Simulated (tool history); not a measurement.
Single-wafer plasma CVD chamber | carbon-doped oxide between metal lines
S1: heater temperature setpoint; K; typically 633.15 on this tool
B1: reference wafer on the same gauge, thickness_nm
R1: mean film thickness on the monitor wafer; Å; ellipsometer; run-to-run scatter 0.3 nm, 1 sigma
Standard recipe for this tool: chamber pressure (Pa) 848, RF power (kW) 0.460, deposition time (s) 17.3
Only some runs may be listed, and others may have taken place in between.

Run 1, hour 0.0: usual settings but deposition time (s) 16.5; B1 81.610. Result: R1 873.89 Å.
Run 2, hour 67.7: usual settings but deposition time (s) 16.5; B1 81.510. Result: R1 871.15 Å.
Run 3, hour 133.3: usual settings but deposition time (s) 19.0; B1 81.609. Result: R1 998.94 Å.
Run 4, hour 213.9: usual settings; B1 81.674. Result: R1 909.18 Å.
Run 5, hour 268.7: usual settings; B1 81.551. Result: R1 909.20 Å.
Run 6, hour 308.8: usual settings; B1 81.557. Result: R1 915.89 Å.
Run 7, hour 373.9: usual settings but chamber pressure (Pa) 759; B1 81.559. Result: R1 892.87 Å.
At hour 453.2: showerhead replaced.
Run 8, hour 468.0: usual settings; B1 81.539. Result: R1 903.94 Å.
Run 9, hour 508.5: usual settings; B1 81.626. Result: R1 901.68 Å.
At hour 545.1: capacitance manometer re-zeroed and calibrated.
Run 10, hour 568.1: usual settings; B1 81.684. Result: R1 900.68 Å.
Run 11, hour 645.4: usual settings; B1 81.647. Result: R1 894.45 Å.
Run 12, hour 745.5: usual settings; B1 81.681. Result: R1 885.52 Å.
At hour 777.5: RF generator calibrated.
Run 13, hour 803.1: usual settings but S1 628.15 K, chamber pressure (Pa) 724; B1 81.563. Result: R1 909.79 Å.
At hour 892.1: thermocouple changed; heater temperature recalibrated.
Run 14, hour 900.8: usual settings but chamber pressure (Pa) 976; B1 81.578. Result: R1 930.83 Å.
Run 15, hour 983.6: usual settings but chamber pressure (Pa) 1009, deposition time (s) 14.4; B1 81.485. Result: R1 778.01 Å.
At hour 1031.9: gauge calibrated.
Run 16, hour 1033.2: usual settings but chamber pressure (Pa) 759; B1 81.636. Result: R1 905.92 Å.
Run 17, hour 1131.4: usual settings but chamber pressure (Pa) 645, RF power (kW) 0.525; B1 81.684. Result: R1 949.27 Å.
Run 18, hour 1234.6: usual settings but chamber pressure (Pa) 756, RF power (kW) 0.395; B1 81.571. Result: R1 805.67 Å.
Run 19, hour 1325.0: usual settings but RF power (kW) 0.520; B1 81.625. Result: R1 977.41 Å.
Run 20, hour 1371.3: usual settings; B1 81.548. Result: R1 908.62 Å.
Run 21, hour 1438.5: usual settings but S1 621.15 K, chamber pressure (Pa) 731, RF power (kW) 0.485, deposition time (s) 14.8; B1 81.564. Result: R1 816.24 Å.
Run 22, hour 1533.3: usual settings but RF power (kW) 0.515; B1 81.536. Result: R1 971.90 Å.
Run 23, hour 1627.2: usual settings but S1 639.15 K, RF power (kW) 0.485; B1 81.687. Result: R1 910.40 Å.
Run 24, hour 1674.7: usual settings but chamber pressure (Pa) 923; B1 81.581. Result: R1 899.38 Å.
At hour 1734.6: RF generator calibrated.
Run 25, hour 1740.2: usual settings; B1 81.680. Result: R1 920.55 Å.
Run 26, hour 1813.2: usual settings but chamber pressure (Pa) 1028, RF power (kW) 0.430; B1 81.664. Result: R1 886.30 Å.
Run 27, hour 1903.7: usual settings but S1 624.15 K; B1 81.589. Result: R1 936.97 Å.
Run 28, hour 1982.5: usual settings but RF power (kW) 0.530, deposition time (s) 14.2; B1 81.534. Result: R1 824.26 Å.
Run 29, hour 2023.1: usual settings but S1 619.15 K, RF power (kW) 0.535, deposition time (s) 19.4; B1 81.512. Result: R1 1169.59 Å.

Below are 3 alternative next runs, each starting from the tool's condition after run 29. Predict each:
Run A, hour 2023.5: usual settings but chamber pressure (Pa) 999; B1 ?. Result: R1 ?.
Run B, hour 2023.5: usual settings but RF power (kW) 0.495; B1 ?. Result: R1 ?.
Run C, hour 2023.5: usual settings but deposition time (s) 15.5; B1 ?. Result: R1 ?.

run      B1      R1
  A  81.643  932.42
  B  81.643  962.76
  C  81.643  825.78
Take away the tool's hidden state, keep each run's random variation, and the runs would have read:
run      R1
  A  935.31
  B  965.75
  C  828.35

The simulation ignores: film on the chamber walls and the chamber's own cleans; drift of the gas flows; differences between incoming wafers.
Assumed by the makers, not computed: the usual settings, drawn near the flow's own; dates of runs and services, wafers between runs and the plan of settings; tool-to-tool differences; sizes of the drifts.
